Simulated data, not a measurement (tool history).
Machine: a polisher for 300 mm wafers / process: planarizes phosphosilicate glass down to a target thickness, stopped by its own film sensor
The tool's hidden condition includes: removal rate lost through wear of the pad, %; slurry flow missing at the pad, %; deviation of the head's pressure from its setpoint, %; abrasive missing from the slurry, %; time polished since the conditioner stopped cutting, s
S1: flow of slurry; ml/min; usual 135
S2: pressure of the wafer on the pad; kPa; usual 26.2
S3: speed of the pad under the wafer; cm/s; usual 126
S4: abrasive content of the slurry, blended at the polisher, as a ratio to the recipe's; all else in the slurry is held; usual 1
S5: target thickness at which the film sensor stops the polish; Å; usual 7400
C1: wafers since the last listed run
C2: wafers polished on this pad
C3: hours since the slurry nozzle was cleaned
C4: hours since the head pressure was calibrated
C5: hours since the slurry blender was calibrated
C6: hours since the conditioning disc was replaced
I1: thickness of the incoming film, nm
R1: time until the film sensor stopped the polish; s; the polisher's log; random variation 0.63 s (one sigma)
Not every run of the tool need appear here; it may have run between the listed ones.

| run | hour | S1 | S2 | S3 | S4 | S5 | C1 | C2 | C3 | C4 | C5 | C6 | I1 | R1 |
|---|---|---|---|---|---|---|---|---|---|---|---|---|---|---|
| 1 | 0 | 135 | 26.2 | 126 | 1 | 7400 | 0 | 637 | 599.7 | 181.2 | 113.8 | 215.3 | 1201.2 | 42.7 |
|  | 1 | slurry nozzle cleaned |
|  | 10.6 | conditioning disc replaced and pad reconditioned |
| 2 | 12.3 | 135 | 26.2 | 126 | 1 | 6550 | 103 | 740 | 11.3 | 193.5 | 126.1 | 1.7 | 1203.2 | 49.3 |
| 3 | 26.5 | 135 | 26.2 | 126 | 1 | 6550 | 157 | 898 | 25.5 | 207.7 | 140.3 | 15.9 | 1193.3 | 50.2 |
| 4 | 40 | 135 | 26.2 | 126 | 1 | 7400 | 149 | 1048 | 39 | 221.2 | 153.8 | 29.4 | 1201.3 | 40.8 |
|  | 56.7 | worn pad replaced by a new one |
| 5 | 57.2 | 135 | 18.6 | 126 | 0.7 | 7400 | 146 | 5 | 56.2 | 238.4 | 171 | 46.6 | 1215.6 | 82 |
| 6 | 72.7 | 110 | 26.2 | 86 | 1 | 7400 | 171 | 177 | 71.7 | 253.9 | 186.5 | 62.1 | 1211.9 | 60.3 |
| 7 | 83.8 | 150 | 17.9 | 126 | 1 | 7400 | 123 | 300 | 82.8 | 265 | 197.6 | 73.2 | 1215.1 | 59.3 |
| 8 | 89.8 | 135 | 26.2 | 126 | 1 | 7400 | 66 | 366 | 88.8 | 271 | 203.6 | 79.2 | 1214.8 | 42.9 |
| 9 | 99.5 | 150 | 26.2 | 126 | 1 | 7400 | 107 | 474 | 98.5 | 280.7 | 213.3 | 88.9 | 1221.4 | 42.7 |
| 10 | 116.4 | 135 | 26.2 | 126 | 1.15 | 7400 | 187 | 662 | 115.4 | 297.6 | 230.2 | 105.8 | 1224.7 | 40.6 |
| 11 | 123 | 135 | 26.2 | 126 | 1 | 7400 | 73 | 735 | 122 | 304.2 | 236.8 | 112.4 | 1223.1 | 45.2 |
| 12 | 137.2 | 135 | 29.6 | 126 | 1 | 7400 | 157 | 892 | 136.2 | 318.4 | 251 | 126.6 | 1207.6 | 37.9 |
| 13 | 148.8 | 135 | 26.2 | 126 | 1 | 7400 | 128 | 1021 | 147.8 | 330 | 262.6 | 138.2 | 1189.7 | 40.7 |
|  | 153.3 | slurry blender recalibrated |
| 14 | 161.9 | 135 | 26.2 | 126 | 1 | 7400 | 123 | 1144 | 160.9 | 343.1 | 8.6 | 151.3 | 1189.1 | 41.2 |
|  | 170.3 | worn pad replaced by a new one |
|  | 171.4 | head pressure recalibrated |
| 15 | 190 | 135 | 26.2 | 148 | 1 | 6410 | 255 | 206 | 189 | 18.6 | 36.7 | 179.4 | 1192.2 | 43.7 |
| 16 | 197.2 | 95 | 26.2 | 146 | 1 | 9040 | 79 | 286 | 196.2 | 25.8 | 43.9 | 186.6 | 1200.7 | 26.6 |
| 17 | 204.9 | 135 | 26.2 | 126 | 1 | 7400 | 85 | 371 | 203.9 | 33.5 | 51.6 | 194.3 | 1209.9 | 41.8 |
| 18 | 216.2 | 180 | 26.2 | 126 | 1 | 7400 | 125 | 496 | 215.2 | 44.8 | 62.9 | 205.6 | 1213.2 | 41.4 |
| 19 | 242.7 | 110 | 26.2 | 86 | 1 | 7400 | 294 | 791 | 241.7 | 71.3 | 89.4 | 232.1 | 1216 | 60.9 |
| 20 | 260.1 | 100 | 23.4 | 126 | 1 | 7400 | 193 | 984 | 259.1 | 88.7 | 106.8 | 249.5 | 1189.1 | 48.5 |
| 21 | 268.9 | 135 | 26.2 | 126 | 1 | 7400 | 97 | 1081 | 267.9 | 97.5 | 115.6 | 258.3 | 1227.2 | 45.4 |
| 22 | 276.9 | 100 | 23.4 | 126 | 1 | 7400 | 88 | 1170 | 275.9 | 105.5 | 123.6 | 266.3 | 1201.6 | 50.5 |
| 23 | 286.2 | 145 | 26.2 | 92 | 1 | 6150 | 103 | 1273 | 285.2 | 114.8 | 132.9 | 275.6 | 1202.4 | 67.5 |
|  | 291.5 | worn pad replaced by a new one |
|  | 297.8 | conditioning disc replaced and pad reconditioned |
| 24 | 303.9 | 135 | 26.2 | 126 | 1 | 7400 | 129 | 115 | 302.9 | 132.5 | 150.6 | 6.1 | 1212.2 | 42.9 |
| 25 | 317.5 | 135 | 26.2 | 162 | 1 | 7400 | 150 | 266 | 316.5 | 146.1 | 164.2 | 19.7 | 1210.3 | 35.4 |
| 26 | 324 | 135 | 26.2 | 126 | 1 | 7400 | 72 | 338 | 323 | 152.6 | 170.7 | 26.2 | 1191.4 | 40.9 |
| 27 | 336.9 | 135 | 22.8 | 126 | 1 | 6460 | 143 | 481 | 335.9 | 165.5 | 183.6 | 39.1 | 1223.7 | 59.3 |

Exercise: give the hidden state of the tool at every run:
removal rate lost through wear of the pad, %: 0, the same for each run
slurry flow missing at the pad, %: 0, the same for each run
deviation of the head's pressure from its setpoint, %: 0, the same for each run
abrasive missing from the slurry, %: 0, the same for each run
time polished since the conditioner stopped cutting, s: 0, the same for each run

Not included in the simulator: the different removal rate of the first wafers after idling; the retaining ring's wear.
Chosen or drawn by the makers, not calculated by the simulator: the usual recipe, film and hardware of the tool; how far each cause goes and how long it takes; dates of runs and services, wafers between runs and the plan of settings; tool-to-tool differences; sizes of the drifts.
